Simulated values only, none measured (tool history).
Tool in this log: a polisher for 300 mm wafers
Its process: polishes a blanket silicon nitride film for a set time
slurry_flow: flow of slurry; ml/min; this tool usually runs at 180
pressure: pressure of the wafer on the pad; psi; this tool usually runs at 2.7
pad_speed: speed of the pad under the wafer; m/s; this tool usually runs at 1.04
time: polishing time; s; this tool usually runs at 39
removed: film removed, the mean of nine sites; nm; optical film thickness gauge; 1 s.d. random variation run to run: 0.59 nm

run   hour  slurry_flow  pressure  pad_speed  time  incoming thickness of the incoming film, nm  removed
  1    0.0          180       2.7       1.04    39                                        605.2     58.4
  2   13.5          180       2.7       1.04    39                                        595.1     63.8
  3   23.1          180       2.7       1.04    39                                        599.4     63.9
  4   32.2          180       2.7       1.04    31                                        605.1     50.0
  5   55.6          180       2.7       1.04    31                                        611.4     49.0
  6   65.4          180       2.7       1.04    31                                        597.4     48.4
  7   77.2          180       2.7       1.04    39                                        599.8     60.7
  8   84.0          180       2.7       1.04    39                                        598.3     60.2
  9   90.9          230       2.7       1.04    36                                        607.8     56.8
 10  102.9          230       2.7       1.04    36                                        597.1     56.8
 11  110.7          180       2.7       1.04    39                                        605.4     58.8
 12  117.3          180       2.7       1.04    39                                        598.7     58.5
 13  167.1          180       2.7       1.04    39                                        597.9     61.9
 14  176.8          230       2.7       1.04    39                                        600.0     62.5
 15  184.1          180       2.7       1.26    39                                        605.8     70.0
 16  198.9          180       2.7       1.26    39                                        596.8     69.2
 17  210.0          180       2.7       1.04    39                                        590.2     58.6
 18  221.1          145       2.7       0.82    27                                        600.0     32.3
 19  232.6          180       2.7       1.04    39                                        600.3     63.1
 20  242.4          180       2.7       1.04    39                                        608.3     62.8
 21  255.1          125       2.3       0.82    35                                        597.9     36.4
 22  268.4          180       2.7       1.04    39                                        592.4     61.5
 23  281.0          180       2.0       1.22    53                                        594.8     69.0
 24  298.0          180       2.7       1.04    39                                        611.9     60.3
 25  310.7          180       2.7       1.24    27                                        592.3     47.4
 26  357.2          180       2.1       1.34    39                                        600.6     62.0
 27  371.2          180       2.7       0.76    44                                        601.7     55.9
 28  381.3          180       2.7       1.04    39                                        596.8     62.9
 29  389.4          180       3.3       1.20    39                                        607.0     84.6
 30  400.9          180       2.7       1.04    39                                        599.6     60.9
 31  413.5          140       3.5       0.74    28                                        597.5     41.3
 32  420.5          180       3.6       1.04    52                                        601.3    109.5
 33  429.6          200       2.7       0.84    34                                        605.2     44.7
 34  441.8          180       2.7       1.04    39                                        599.0     59.6
 35  449.5          180       2.7       1.28    32                                        607.9     56.9
 36  489.0          160       2.7       1.04    26                                        601.2     41.6
 37  504.1          125       2.7       1.04    30                                        604.0     44.9
 38  516.1          180       2.7       1.38    39                                        602.8     79.1

Withheld: 7 entries from between the runs. Position of each, and hidden state at the listed run before versus the listed run after:
After run 1, before run 2: worn pad replaced by a new one (hour 4.6)
  removal rate lost through wear of the pad, %: 9.22 -> 0.939
  what was measured, less what the result would be without the hidden state, removed: -6.0 -> -0.6 nm
After run 12, before run 13: worn pad replaced by a new one (hour 128.9)
  removal rate lost through wear of the pad, %: 9.62 -> 5.07
  what was measured, less what the result would be without the hidden state, removed: -6.2 -> -3.3 nm
After run 18, before run 19: worn pad replaced by a new one (hour 231.9)
  removal rate lost through wear of the pad, %: 9.59 -> 1.72
  what was measured, less what the result would be without the hidden state, removed: -3.4 -> -1.1 nm
After run 24, before run 25: head pressure recalibrated (hour 310.1)
  removal rate lost through wear of the pad, %: 7.19 -> 8.25
  what was measured, less what the result would be without the hidden state, removed: -4.7 -> -4.3 nm
After run 25, before run 26: worn pad replaced by a new one (hour 356.7)
  removal rate lost through wear of the pad, %: 8.25 -> 0.342
  what was measured, less what the result would be without the hidden state, removed: -4.3 -> -0.2 nm
After run 29, before run 30: slurry nozzle cleaned (hour 396.0)
  removal rate lost through wear of the pad, %: 3.04 -> 4
  what was measured, less what the result would be without the hidden state, removed: -2.7 -> -2.5 nm
After run 35, before run 36: worn pad replaced by a new one (hour 487.5)
  removal rate lost through wear of the pad, %: 8.06 -> 0.453
  what was measured, less what the result would be without the hidden state, removed: -4.9 -> -0.2 nm
